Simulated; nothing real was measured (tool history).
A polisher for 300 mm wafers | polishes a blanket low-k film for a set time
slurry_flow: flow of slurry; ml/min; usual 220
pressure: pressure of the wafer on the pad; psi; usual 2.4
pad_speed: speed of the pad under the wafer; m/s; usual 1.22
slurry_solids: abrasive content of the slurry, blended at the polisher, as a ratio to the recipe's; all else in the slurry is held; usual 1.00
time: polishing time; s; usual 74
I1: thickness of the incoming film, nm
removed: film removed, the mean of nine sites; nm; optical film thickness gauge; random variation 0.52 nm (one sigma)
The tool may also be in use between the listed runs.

run 1 hour=0.0 | slurry_flow=220 pressure=2.4 pad_speed=1.22 slurry_solids=1.00 time=74 | I1=454.6 | removed=51.2
run 2 hour=29.8 | slurry_flow=220 pressure=2.4 pad_speed=1.22 slurry_solids=1.00 time=74 | I1=464.6 | removed=49.5
run 3 hour=64.7 | slurry_flow=220 pressure=2.4 pad_speed=1.22 slurry_solids=1.00 time=74 | I1=458.3 | removed=49.2
run 4 hour=78.5 | slurry_flow=220 pressure=2.4 pad_speed=1.22 slurry_solids=1.00 time=74 | I1=458.7 | removed=48.4
-- hour=81.2 slurry blender recalibrated
-- hour=94.1 conditioning disc replaced and pad reconditioned
run 5 hour=100.8 | slurry_flow=220 pressure=2.4 pad_speed=1.22 slurry_solids=1.00 time=74 | I1=468.7 | removed=48.6
run 6 hour=136.8 | slurry_flow=220 pressure=2.4 pad_speed=1.22 slurry_solids=1.00 time=74 | I1=457.4 | removed=47.2
-- hour=154.8 worn pad replaced by a new one
run 7 hour=160.9 | slurry_flow=220 pressure=2.4 pad_speed=1.22 slurry_solids=1.00 time=74 | I1=453.6 | removed=50.8
-- hour=170.8 head pressure recalibrated
run 8 hour=196.1 | slurry_flow=220 pressure=2.4 pad_speed=1.22 slurry_solids=1.00 time=74 | I1=453.9 | removed=50.7
run 9 hour=228.8 | slurry_flow=220 pressure=2.4 pad_speed=1.22 slurry_solids=1.00 time=74 | I1=458.1 | removed=49.4
run 10 hour=244.5 | slurry_flow=220 pressure=2.4 pad_speed=1.22 slurry_solids=1.00 time=74 | I1=453.8 | removed=49.7
-- hour=274.6 slurry blender recalibrated
run 11 hour=275.1 | slurry_flow=220 pressure=2.4 pad_speed=1.22 slurry_solids=1.00 time=74 | I1=460.4 | removed=48.5
-- hour=300.5 worn pad replaced by a new one
run 12 hour=306.3 | slurry_flow=220 pressure=3.2 pad_speed=1.52 slurry_solids=0.90 time=96 | I1=463.3 | removed=102.3
run 13 hour=326.7 | slurry_flow=185 pressure=2.4 pad_speed=1.22 slurry_solids=0.80 time=74 | I1=459.6 | removed=45.5
-- hour=342.3 slurry nozzle cleaned
run 14 hour=352.9 | slurry_flow=220 pressure=2.4 pad_speed=1.22 slurry_solids=1.00 time=74 | I1=464.9 | removed=50.6
run 15 hour=367.0 | slurry_flow=250 pressure=2.4 pad_speed=1.22 slurry_solids=1.00 time=52 | I1=457.8 | removed=35.8
run 16 hour=390.6 | slurry_flow=220 pressure=2.1 pad_speed=1.22 slurry_solids=1.30 time=74 | I1=458.9 | removed=48.5
-- hour=432.4 slurry blender recalibrated
-- hour=451.5 worn pad replaced by a new one
-- hour=461.5 conditioning disc replaced and pad reconditioned
run 17 hour=497.6 | slurry_flow=175 pressure=2.9 pad_speed=0.86 slurry_solids=1.00 time=66 | I1=463.5 | removed=39.6
run 18 hour=525.2 | slurry_flow=220 pressure=2.4 pad_speed=1.22 slurry_solids=1.00 time=74 | I1=461.3 | removed=48.6
run 19 hour=548.1 | slurry_flow=185 pressure=2.4 pad_speed=1.02 slurry_solids=1.00 time=96 | I1=460.0 | removed=55.2
run 20 hour=562.0 | slurry_flow=270 pressure=2.4 pad_speed=1.52 slurry_solids=0.85 time=74 | I1=452.5 | removed=54.4
-- hour=598.5 worn pad replaced by a new one
-- hour=627.6 slurry blender recalibrated
run 21 hour=645.2 | slurry_flow=220 pressure=2.4 pad_speed=1.22 slurry_solids=1.00 time=74 | I1=463.8 | removed=49.3
run 22 hour=668.0 | slurry_flow=220 pressure=2.4 pad_speed=1.22 slurry_solids=1.00 time=74 | I1=454.5 | removed=49.3
run 23 hour=681.9 | slurry_flow=220 pressure=2.4 pad_speed=0.80 slurry_solids=1.10 time=74 | I1=453.2 | removed=36.6
run 24 hour=695.2 | slurry_flow=220 pressure=2.7 pad_speed=1.56 slurry_solids=1.00 time=74 | I1=461.8 | removed=65.7
run 25 hour=720.2 | slurry_flow=155 pressure=2.4 pad_speed=1.22 slurry_solids=1.25 time=74 | I1=457.9 | removed=50.8

The next listed run, before its measurement:
run 26 hour=734.7 | slurry_flow=245 pressure=2.1 pad_speed=1.22 slurry_solids=1.15 time=86 | I1=453.2 | removed=?

Run 26 gave removed 50.5 nm.
Without the tool's hidden state the same run would have given removed 55.1 nm.
